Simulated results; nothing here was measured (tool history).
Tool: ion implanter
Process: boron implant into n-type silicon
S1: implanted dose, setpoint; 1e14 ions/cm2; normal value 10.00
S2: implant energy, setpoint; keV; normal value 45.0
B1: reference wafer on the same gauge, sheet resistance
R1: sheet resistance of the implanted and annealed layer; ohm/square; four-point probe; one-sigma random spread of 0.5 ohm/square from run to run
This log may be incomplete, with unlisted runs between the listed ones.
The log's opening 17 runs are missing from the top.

run   hour     S1    S2     B1      R1
 18  494.3   7.71  58.0  90.98  130.80
 19  523.3  12.25  55.0  91.07   89.49
 20  553.7  10.00  45.0  91.22  107.68
 21  575.6  10.00  45.0  90.72  107.16
     593.3  -- gauge calibrated
 22  596.2  11.26  45.0  91.05   96.82
 23  610.5  11.16  34.5  90.90  101.89
 24  626.7   8.65  53.5  90.94  119.19
     642.5  -- extraction supply calibrated
 25  655.0   8.07  38.5  91.01  131.10
 26  674.9  10.00  40.0  91.09  108.34
 27  708.0  10.00  45.0  90.86  107.36
 28  726.9  10.00  34.5  91.04  110.00
 29  743.7   7.36  41.0  91.07  138.92
 30  761.5   9.08  57.0  90.89  114.84
 31  787.7   8.92  52.5  90.87  117.20
 32  822.6  10.00  40.5  90.94  109.06
 33  840.6   7.17  60.0  91.10  137.33
 34  876.0  10.00  54.0  91.03  105.96
 35  898.1  11.70  40.0  91.08   95.43
 36  912.9  10.00  45.0  91.02  107.48

Each row is a separate what-if for the run after 36, all from the same tool condition, not one after another. Results?
  A  913.3  10.00  45.0   ?   ?
  B  913.3  12.87  34.0   ?   ?
  C  913.3  10.00  38.5   ?   ?
  D  913.3   7.56  54.5   ?   ?
  E  913.3  10.88  37.0   ?   ?

run     B1      R1
  A  91.07  107.73
  B  91.07   88.81
  C  91.07  109.29
  D  91.07  133.24
  E  91.07  102.10
Stripped of hidden state, with their random variation kept, the same runs would have yielded:
run      R1
  A  108.61
  B   89.58
  C  110.19
  D  134.30
  E  102.95

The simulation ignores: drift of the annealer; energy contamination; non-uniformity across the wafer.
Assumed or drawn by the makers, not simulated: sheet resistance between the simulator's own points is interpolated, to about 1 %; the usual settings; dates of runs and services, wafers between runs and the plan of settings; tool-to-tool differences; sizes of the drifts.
